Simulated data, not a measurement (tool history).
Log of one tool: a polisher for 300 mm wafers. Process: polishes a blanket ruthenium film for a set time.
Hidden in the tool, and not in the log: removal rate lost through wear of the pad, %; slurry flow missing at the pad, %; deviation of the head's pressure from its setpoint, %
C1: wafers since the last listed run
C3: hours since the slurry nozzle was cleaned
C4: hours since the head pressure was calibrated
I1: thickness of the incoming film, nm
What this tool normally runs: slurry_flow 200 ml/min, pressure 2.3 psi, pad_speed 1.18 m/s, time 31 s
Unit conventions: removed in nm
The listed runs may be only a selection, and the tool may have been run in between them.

{"run": 1, "hour": 0.0, "slurry_flow": 200, "pressure": 2.3, "pad_speed": 1.18, "time": 31, "C1": 0, "wafers polished on this pad": 569, "C3": 212.4, "C4": 746.7, "I1": 576.2, "removed": 39.8}
{"run": 2, "hour": 67.3, "slurry_flow": 200, "pressure": 2.3, "pad_speed": 1.18, "time": 31, "C1": 586, "wafers polished on this pad": 1155, "C3": 279.7, "C4": 814, "I1": 568, "removed": 39.2}
{"run": 3, "hour": 109.2, "slurry_flow": 200, "pressure": 2.3, "pad_speed": 1.18, "time": 31, "C1": 365, "wafers polished on this pad": 1520, "C3": 321.6, "C4": 855.9, "I1": 574.3, "removed": 39.4}
{"hour": 131.6, "done": "worn pad replaced by a new one"}
{"run": 4, "hour": 159.0, "slurry_flow": 235, "pressure": 2.3, "pad_speed": 1.44, "time": 31, "C1": 399, "wafers polished on this pad": 239, "C3": 371.4, "C4": 905.7, "I1": 569, "removed": 48.7}
{"hour": 199.4, "done": "slurry nozzle cleaned"}
{"run": 5, "hour": 261.1, "slurry_flow": 200, "pressure": 1.8, "pad_speed": 1.18, "time": 31, "C1": 880, "wafers polished on this pad": 1119, "C3": 61.7, "C4": 1007.8, "I1": 565.7, "removed": 29}
{"run": 6, "hour": 312.9, "slurry_flow": 200, "pressure": 1.8, "pad_speed": 1.18, "time": 31, "C1": 451, "wafers polished on this pad": 1571, "C3": 113.5, "C4": 1059.6, "I1": 573.5, "removed": 28.6}
{"hour": 358.3, "done": "worn pad replaced by a new one"}
{"run": 7, "hour": 360.4, "slurry_flow": 200, "pressure": 1.8, "pad_speed": 1.18, "time": 31, "C1": 378, "wafers polished on this pad": 18, "C3": 161, "C4": 1107.1, "I1": 569.1, "removed": 28.6}
{"hour": 374.7, "done": "slurry nozzle cleaned, repeated, since the last time left the tool worse"}
{"run": 8, "hour": 422.7, "slurry_flow": 200, "pressure": 2.3, "pad_speed": 1.18, "time": 31, "C1": 534, "wafers polished on this pad": 552, "C3": 48, "C4": 1169.4, "I1": 578, "removed": 40}
{"run": 9, "hour": 477.0, "slurry_flow": 245, "pressure": 2.3, "pad_speed": 1.18, "time": 31, "C1": 473, "wafers polished on this pad": 1025, "C3": 102.3, "C4": 1223.7, "I1": 574.6, "removed": 41.1}
{"run": 10, "hour": 525.1, "slurry_flow": 245, "pressure": 2.3, "pad_speed": 1.18, "time": 31, "C1": 419, "wafers polished on this pad": 1444, "C3": 150.4, "C4": 1271.8, "I1": 569.4, "removed": 40.4}
{"run": 11, "hour": 566.9, "slurry_flow": 200, "pressure": 2.3, "pad_speed": 1.18, "time": 31, "C1": 364, "wafers polished on this pad": 1808, "C3": 192.2, "C4": 1313.6, "I1": 562.6, "removed": 39.8}
{"hour": 588.1, "done": "head pressure recalibrated"}
{"hour": 593.5, "done": "worn pad replaced by a new one"}
{"run": 12, "hour": 638.4, "slurry_flow": 270, "pressure": 2.3, "pad_speed": 1.18, "time": 39, "C1": 570, "wafers polished on this pad": 390, "C3": 263.7, "C4": 50.3, "I1": 567.1, "removed": 51.1}
{"run": 13, "hour": 677.2, "slurry_flow": 200, "pressure": 2.9, "pad_speed": 0.98, "time": 31, "C1": 338, "wafers polished on this pad": 728, "C3": 302.5, "C4": 89.1, "I1": 566.7, "removed": 41.7}
{"run": 14, "hour": 702.4, "slurry_flow": 265, "pressure": 1.7, "pad_speed": 0.94, "time": 31, "C1": 219, "wafers polished on this pad": 948, "C3": 327.7, "C4": 114.3, "I1": 578.7, "removed": 24.1}
{"run": 15, "hour": 764.9, "slurry_flow": 245, "pressure": 2.3, "pad_speed": 1.5, "time": 31, "C1": 544, "wafers polished on this pad": 1492, "C3": 390.2, "C4": 176.8, "I1": 567.4, "removed": 51}
{"hour": 794.7, "done": "slurry nozzle cleaned"}
{"run": 16, "hour": 797.0, "slurry_flow": 180, "pressure": 2.5, "pad_speed": 1.6, "time": 31, "C1": 270, "wafers polished on this pad": 1763, "C3": 2.3, "C4": 208.9, "I1": 575.2, "removed": 58.5}
{"hour": 825.1, "done": "worn pad replaced by a new one"}
{"run": 17, "hour": 863.0, "slurry_flow": 200, "pressure": 2.3, "pad_speed": 1.18, "time": 31, "C1": 540, "wafers polished on this pad": 329, "C3": 68.3, "C4": 274.9, "I1": 563, "removed": 39.6}
{"run": 18, "hour": 908.6, "slurry_flow": 220, "pressure": 1.8, "pad_speed": 1.02, "time": 22, "C1": 397, "wafers polished on this pad": 727, "C3": 113.9, "C4": 320.5, "I1": 565, "removed": 19.3}
{"run": 19, "hour": 940.3, "slurry_flow": 180, "pressure": 2.7, "pad_speed": 1.36, "time": 40, "C1": 276, "wafers polished on this pad": 1003, "C3": 145.6, "C4": 352.2, "I1": 576, "removed": 68.9}
{"run": 20, "hour": 969.4, "slurry_flow": 200, "pressure": 2.7, "pad_speed": 1.18, "time": 25, "C1": 253, "wafers polished on this pad": 1256, "C3": 174.7, "C4": 381.3, "I1": 574.6, "removed": 37.7}
{"run": 21, "hour": 999.0, "slurry_flow": 200, "pressure": 2.3, "pad_speed": 1.18, "time": 31, "C1": 257, "wafers polished on this pad": 1514, "C3": 204.3, "C4": 410.9, "I1": 563.6, "removed": 39.5}
{"hour": 1022.4, "done": "worn pad replaced by a new one"}
{"run": 22, "hour": 1028.0, "slurry_flow": 140, "pressure": 2.6, "pad_speed": 1.6, "time": 31, "C1": 217, "wafers polished on this pad": 49, "C3": 233.3, "C4": 439.9, "I1": 574.2, "removed": 57.7}

What if the next run were any one of these 5? Each begins from the tool's condition after run 22:
{"run": "A", "hour": 1028.4, "slurry_flow": 200, "pressure": 3.1, "pad_speed": 1.18, "time": 31, "C1": 3, "wafers polished on this pad": 52, "C3": 233.7, "C4": 440.3, "I1": 568.9, "removed": "?"}
{"run": "B", "hour": 1028.4, "slurry_flow": 240, "pressure": 2.6, "pad_speed": 1.44, "time": 37, "C1": 3, "wafers polished on this pad": 52, "C3": 233.7, "C4": 440.3, "I1": 568.9, "removed": "?"}
{"run": "C", "hour": 1028.4, "slurry_flow": 230, "pressure": 2.3, "pad_speed": 1.18, "time": 35, "C1": 3, "wafers polished on this pad": 52, "C3": 233.7, "C4": 440.3, "I1": 568.9, "removed": "?"}
{"run": "D", "hour": 1028.4, "slurry_flow": 200, "pressure": 1.9, "pad_speed": 1.18, "time": 31, "C1": 3, "wafers polished on this pad": 52, "C3": 233.7, "C4": 440.3, "I1": 568.9, "removed": "?"}
{"run": "E", "hour": 1028.4, "slurry_flow": 225, "pressure": 3.1, "pad_speed": 0.94, "time": 34, "C1": 3, "wafers polished on this pad": 52, "C3": 233.7, "C4": 440.3, "I1": 568.9, "removed": "?"}

run=A removed=53.1
run=B removed=66.5
run=C removed=45.4
run=D removed=32.7
run=E removed=47.1
Without the tool's hidden state the same runs would have given:
run=A removed=54.3
run=B removed=67.7
run=C removed=46.3
run=D removed=33.4
run=E removed=48
